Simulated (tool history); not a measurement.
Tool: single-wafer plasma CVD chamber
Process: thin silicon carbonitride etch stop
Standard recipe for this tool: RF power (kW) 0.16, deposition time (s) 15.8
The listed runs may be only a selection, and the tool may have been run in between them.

run    hour  RF power (kW)  deposition time (s)  read-back reference wafer on the same gauge, thickness_nm  mean film thickness on the monitor wafer (Å)
  1       0           0.16                 15.8                                                      6.551                                         79.78
  2    88.4           0.16                 15.8                                                      6.547                                         79.53
  3   180.8           0.16                 15.8                                                      6.549                                         79.78
  4   251.8           0.16                 15.8                                                      6.554                                         79.54
  5   345.8           0.16                 15.8                                                      6.555                                         79.62
  6   444.4           0.16                 18.3                                                      6.549                                         92.19
  7   496.1           0.15                 16.6                                                       6.55                                          82.6
      550.7  -- gauge calibrated
  8   592.4           0.15                 16.6                                                      6.552                                         82.77
  9   679.6           0.16                 14.7                                                       6.55                                          74.1
 10     732           0.16                 14.7                                                      6.549                                         74.04
 11   825.7           0.16                 14.7                                                      6.546                                         73.97
      870.7  -- thermocouple changed; heater temperature recalibrated
 12   907.1           0.14                 15.8                                                      6.552                                         77.46
 13  1137.9           0.14                 15.8                                                      6.544                                         77.27
     1220.6  -- showerhead replaced
 14  1226.2           0.16                 15.8                                                      6.554                                          79.3
 15  1265.1           0.16                 18.3                                                      6.548                                         91.75
     1274.3  -- RF generator calibrated
 16  1314.1           0.17                 18.8                                                      6.547                                         96.17
 17  1355.1          0.175                 13.5                                                      6.549                                         69.57
 18  1391.6          0.175                 13.9                                                      6.551                                         71.39
 19  1473.2           0.16                 15.8                                                      6.549                                         80.02
 20  1561.4          0.135                 17.2                                                      6.552                                         83.87
 21  1632.9           0.16                 18.1                                                      6.555                                         91.42
     1734.8  -- gauge calibrated
 22  1803.8           0.14                 15.8                                                      6.549                                         77.67
 23  1846.7           0.19                 15.8                                                      6.549                                         82.75
 24  1900.6           0.16                 15.8                                                      6.553                                         79.57
 25  1960.4           0.15                 18.1                                                       6.55                                         90.05
 26  2012.8           0.16                 15.8                                                      6.547                                         79.88
 27  2068.1           0.19                 13.1                                                      6.551                                          68.7
 28    2298          0.145                 18.6                                                       6.55                                         92.06

What will run 29 give?
 29  2458.6           0.16                 13.8                                                          ?                                             ?

{"run 29": {"read-back reference wafer on the same gauge, thickness_nm": 6.546, "mean film thickness on the monitor wafer (Å)": 69.69}}
Minus the tool's unlogged condition, the same run would have read mean film thickness on the monitor wafer (Å) 69.8.
